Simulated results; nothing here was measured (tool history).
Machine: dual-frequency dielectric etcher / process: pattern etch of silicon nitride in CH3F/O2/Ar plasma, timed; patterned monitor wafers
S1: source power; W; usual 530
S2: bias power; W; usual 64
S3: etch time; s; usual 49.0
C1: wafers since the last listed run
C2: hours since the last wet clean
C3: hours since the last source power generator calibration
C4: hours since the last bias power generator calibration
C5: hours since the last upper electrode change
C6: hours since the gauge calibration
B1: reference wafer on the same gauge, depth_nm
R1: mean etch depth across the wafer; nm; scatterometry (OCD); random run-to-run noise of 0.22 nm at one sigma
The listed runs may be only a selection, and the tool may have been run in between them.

run	hour	S1	S2	S3	C1	C2	C3	C4	C5	C6	B1	R1
1	0.0	530	74	49.0	0	42.2	3835.9	533.4	1423.9	1228.0	44.39	40.40
2	62.2	530	74	49.0	521	104.4	3898.1	595.6	1486.1	1290.2	44.46	40.69
3	100.6	530	64	60.5	322	142.8	3936.5	634.0	1524.5	1328.6	44.26	47.89
4	157.4	530	64	38.0	476	199.6	3993.3	690.8	1581.3	1385.4	44.39	30.48
5	208.9	530	64	38.0	432	251.1	4044.8	742.3	1632.8	1436.9	44.36	30.17
6	264.5	530	64	49.0	466	306.7	4100.4	797.9	1688.4	1492.5	44.48	39.50
7	289.1	530	64	49.0	206	331.3	4125.0	822.5	1713.0	1517.1	44.39	39.55
8	316.6	530	64	49.0	230	358.8	4152.5	850.0	1740.5	1544.6	44.35	39.62
# hour 417.3: wet clean of the chamber
9	445.0	530	64	49.0	876	27.7	4280.9	978.4	1868.9	1673.0	44.35	37.97
10	495.8	530	64	54.5	426	78.5	4331.7	1029.2	1919.7	1723.8	44.34	43.23
11	541.2	530	64	49.0	380	123.9	4377.1	1074.6	1965.1	1769.2	44.30	38.66
12	570.5	530	64	49.0	245	153.2	4406.4	1103.9	1994.4	1798.5	44.29	38.41
# hour 763.5: gauge calibrated
13	781.9	530	64	49.0	1773	364.6	4617.8	1315.3	2205.8	18.4	44.37	39.42
14	806.4	430	64	60.0	205	389.1	4642.3	1339.8	2230.3	42.9	44.31	43.42
15	855.2	530	64	49.0	409	437.9	4691.1	1388.6	2279.1	91.7	44.39	39.54
# hour 902.3: wet clean of the chamber
16	902.8	530	64	49.0	198	0.5	4738.7	1436.2	2326.7	139.3	44.40	38.32
17	941.5	530	64	49.0	324	39.2	4777.4	1474.9	2365.4	178.0	44.49	38.51
18	1061.7	420	64	61.0	1008	159.4	4897.6	1595.1	2485.6	298.2	44.37	42.40
19	1127.2	530	64	49.0	549	224.9	4963.1	1660.6	2551.1	363.7	44.37	39.39
20	1199.2	440	64	49.0	604	296.9	5035.1	1732.6	2623.1	435.7	44.38	35.85
# hour 1268.4: upper electrode replaced
# hour 1269.6: source power generator calibrated
21	1270.1	530	76	36.0	383	367.8	0.5	1803.5	1.7	506.6	44.45	30.74
22	1298.1	590	64	53.0	234	395.8	28.5	1831.5	29.7	534.6	44.36	45.20
23	1353.5	530	64	49.0	464	451.2	83.9	1886.9	85.1	590.0	44.38	40.16
# hour 1361.5: bias power generator calibrated
# hour 1430.3: wet clean of the chamber
24	1430.8	490	71	62.5	413	0.5	161.2	69.3	162.4	667.3	44.35	48.29
25	1465.9	530	64	49.0	294	35.6	196.3	104.4	197.5	702.4	44.41	38.28
26	1524.3	530	64	34.5	490	94.0	254.7	162.8	255.9	760.8	44.54	27.02
27	1561.4	530	72	57.5	311	131.1	291.8	199.9	293.0	797.9	44.49	47.29
28	1590.5	530	64	49.0	244	160.2	320.9	229.0	322.1	827.0	44.35	38.20
29	1657.9	600	64	49.0	565	227.6	388.3	296.4	389.5	894.4	44.36	41.38
30	1714.6	530	78	49.0	475	284.3	445.0	353.1	446.2	951.1	44.37	41.99
# hour 1910.9: wet clean of the chamber
31	1911.4	440	64	49.0	1449	0.5	641.8	549.9	643.0	1147.9	44.35	34.65

Take each entry between the runs: how does the hidden state at the last listed run before it differ from the hidden state at the first listed run after it?
From run 8 to run 9: wet clean of the chamber (hour 417.3)
  etch rate over this chamber's usual, %: 4.17 -> 0.391
  measured result minus the result with no hidden state, R1: +1.59 -> +0.15 nm
From run 12 to run 13: gauge calibrated (hour 763.5)
  etch rate over this chamber's usual, %: 1.66 -> 3.8
  measured result minus the result with no hidden state, R1: +0.63 -> +1.44 nm
From run 15 to run 16: wet clean of the chamber (hour 902.3)
  etch rate over this chamber's usual, %: 4.54 -> 0.335
  measured result minus the result with no hidden state, R1: +1.72 -> +0.13 nm
From run 20 to run 21: upper electrode replaced (hour 1268.4); source power generator calibrated (hour 1269.6)
  etch rate over this chamber's usual, %: 3.33 -> 4.05
  measured result minus the result with no hidden state, R1: +1.15 -> +1.20 nm
From run 23 to run 24: bias power generator calibrated (hour 1361.5); wet clean of the chamber (hour 1430.3)
  etch rate over this chamber's usual, %: 4.89 -> -0.232
  measured result minus the result with no hidden state, R1: +1.88 -> -0.11 nm
From run 30 to run 31: wet clean of the chamber (hour 1910.9)
  etch rate over this chamber's usual, %: 2.64 -> -0.551
  measured result minus the result with no hidden state, R1: +1.08 -> -0.19 nm

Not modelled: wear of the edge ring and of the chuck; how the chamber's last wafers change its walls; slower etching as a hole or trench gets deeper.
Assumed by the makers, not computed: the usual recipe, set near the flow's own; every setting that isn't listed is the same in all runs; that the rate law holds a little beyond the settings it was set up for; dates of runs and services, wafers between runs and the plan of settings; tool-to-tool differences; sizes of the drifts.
